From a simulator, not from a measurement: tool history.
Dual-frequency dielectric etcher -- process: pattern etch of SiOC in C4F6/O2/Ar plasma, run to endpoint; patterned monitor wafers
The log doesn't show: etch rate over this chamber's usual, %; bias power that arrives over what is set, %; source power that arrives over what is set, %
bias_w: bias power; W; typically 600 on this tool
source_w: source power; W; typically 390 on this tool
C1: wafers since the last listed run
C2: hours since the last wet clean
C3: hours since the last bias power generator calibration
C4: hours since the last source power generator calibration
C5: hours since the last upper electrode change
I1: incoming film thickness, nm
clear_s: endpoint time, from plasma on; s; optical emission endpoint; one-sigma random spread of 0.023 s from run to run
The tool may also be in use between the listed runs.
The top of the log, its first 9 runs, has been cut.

Run 10, hour 273.7: usual settings but bias_w 517 W; C1 364; C2 297.3; C3 3803.7; C4 48.1; C5 6309.1; I1 26.57. Result: clear_s 8.3 s.
Run 11, hour 286.1: usual settings; C1 130; C2 309.7; C3 3816.1; C4 60.5; C5 6321.5; I1 26.42. Result: clear_s 7.6 s.
Run 12, hour 315.8: usual settings but bias_w 644 W, source_w 420 W; C1 312; C2 339.4; C3 3845.8; C4 90.2; C5 6351.2; I1 26.75. Result: clear_s 7.1 s.
Run 13, hour 333.1: usual settings but bias_w 526 W; C1 181; C2 356.7; C3 3863.1; C4 107.5; C5 6368.5; I1 26.47. Result: clear_s 8.2 s.
Run 14, hour 364.8: usual settings but bias_w 552 W; C1 333; C2 388.4; C3 3894.8; C4 139.2; C5 6400.2; I1 26.6. Result: clear_s 7.9 s.
Run 15, hour 380.1: usual settings but bias_w 722 W, source_w 440 W; C1 160; C2 403.7; C3 3910.1; C4 154.5; C5 6415.5; I1 26.39. Result: clear_s 6.4 s.
At hour 406.3: upper electrode replaced.
Run 16, hour 406.8: usual settings; C1 28; C2 430.4; C3 3936.8; C4 181.2; C5 0.5; I1 26.37. Result: clear_s 7.5 s.
Run 17, hour 432.7: usual settings; C1 272; C2 456.3; C3 3962.7; C4 207.1; C5 26.4; I1 26.25. Result: clear_s 7.4 s.
At hour 479.3: wet clean of the chamber.
Run 18, hour 479.8: usual settings; C1 242; C2 0.5; C3 4009.8; C4 254.2; C5 73.5; I1 26.62. Result: clear_s 7.8 s.
Run 19, hour 497.5: usual settings but bias_w 526 W; C1 186; C2 18.2; C3 4027.5; C4 271.9; C5 91.2; I1 26.22. Result: clear_s 8.4 s.
Run 20, hour 519.9: usual settings but bias_w 739 W, source_w 490 W; C1 235; C2 40.6; C3 4049.9; C4 294.3; C5 113.6; I1 26.21. Result: clear_s 6.2 s.
Run 21, hour 555: usual settings; C1 369; C2 75.7; C3 4085; C4 329.4; C5 148.7; I1 26.37. Result: clear_s 7.7 s.
Run 22, hour 577.9: usual settings but bias_w 653 W, source_w 480 W; C1 240; C2 98.6; C3 4107.9; C4 352.3; C5 171.6; I1 26.55. Result: clear_s 6.8 s.
Run 23, hour 593.8: usual settings but bias_w 717 W; C1 167; C2 114.5; C3 4123.8; C4 368.2; C5 187.5; I1 26.41. Result: clear_s 6.9 s.
Run 24, hour 620.2: usual settings but bias_w 712 W; C1 277; C2 140.9; C3 4150.2; C4 394.6; C5 213.9; I1 26.54. Result: clear_s 7 s.
Run 25, hour 653: usual settings but source_w 350 W; C1 344; C2 173.7; C3 4183; C4 427.4; C5 246.7; I1 26.43. Result: clear_s 8 s.
Run 26, hour 687.7: usual settings; C1 364; C2 208.4; C3 4217.7; C4 462.1; C5 281.4; I1 26.62. Result: clear_s 7.7 s.
At hour 739.1: bias power generator calibrated.
Run 27, hour 760.6: usual settings but bias_w 664 W; C1 724; C2 281.3; C3 21.5; C4 535; C5 354.3; I1 26.73. Result: clear_s 7.2 s.
Run 28, hour 865.1: usual settings but bias_w 526 W; C1 1099; C2 385.8; C3 126; C4 639.5; C5 458.8; I1 26.66. Result: clear_s 8.3 s.
Run 29, hour 890.2: usual settings but source_w 290 W; C1 264; C2 410.9; C3 151.1; C4 664.6; C5 483.9; I1 26.59. Result: clear_s 8.5 s.
At hour 934: wet clean of the chamber.
Run 30, hour 934.5: usual settings but bias_w 666 W, source_w 310 W; C1 213; C2 0.5; C3 195.4; C4 708.9; C5 528.2; I1 26.51. Result: clear_s 8 s.
Run 31, hour 938.4: usual settings but bias_w 533 W, source_w 460 W; C1 41; C2 4.4; C3 199.3; C4 712.8; C5 532.1; I1 26.3. Result: clear_s 7.8 s.
Run 32, hour 957.7: usual settings; C1 202; C2 23.7; C3 218.6; C4 732.1; C5 551.4; I1 26.49. Result: clear_s 7.8 s.
Run 33, hour 992.2: usual settings but bias_w 531 W, source_w 430 W; C1 362; C2 58.2; C3 253.1; C4 766.6; C5 585.9; I1 26.34. Result: clear_s 8 s.
Run 34, hour 1004.4: usual settings but bias_w 533 W, source_w 430 W; C1 128; C2 70.4; C3 265.3; C4 778.8; C5 598.1; I1 26.67. Result: clear_s 8.1 s.

Branching from run 34: 5 alternative next runs. What would each branch give?
Run A, hour 1004.8: usual settings but source_w 470 W; C1 4; C2 70.8; C3 265.7; C4 779.2; C5 598.5; I1 26.73. Result: clear_s ?.
Run B, hour 1004.8: usual settings but bias_w 517 W, source_w 420 W; C1 4; C2 70.8; C3 265.7; C4 779.2; C5 598.5; I1 26.73. Result: clear_s ?.
Run C, hour 1004.8: usual settings but bias_w 691 W, source_w 480 W; C1 4; C2 70.8; C3 265.7; C4 779.2; C5 598.5; I1 26.73. Result: clear_s ?.
Run D, hour 1004.8: usual settings but bias_w 514 W, source_w 310 W; C1 4; C2 70.8; C3 265.7; C4 779.2; C5 598.5; I1 26.73. Result: clear_s ?.
Run E, hour 1004.8: usual settings but bias_w 679 W, source_w 440 W; C1 4; C2 70.8; C3 265.7; C4 779.2; C5 598.5; I1 26.73. Result: clear_s ?.

run  clear_s
  A      7.3
  B      8.4
  C      6.6
  D      9.5
  E      6.9
Stripped of hidden state, with their random variation kept, the same runs would have yielded:
run  clear_s
  A      7.3
  B      8.4
  C      6.6
  D      9.5
  E      6.9

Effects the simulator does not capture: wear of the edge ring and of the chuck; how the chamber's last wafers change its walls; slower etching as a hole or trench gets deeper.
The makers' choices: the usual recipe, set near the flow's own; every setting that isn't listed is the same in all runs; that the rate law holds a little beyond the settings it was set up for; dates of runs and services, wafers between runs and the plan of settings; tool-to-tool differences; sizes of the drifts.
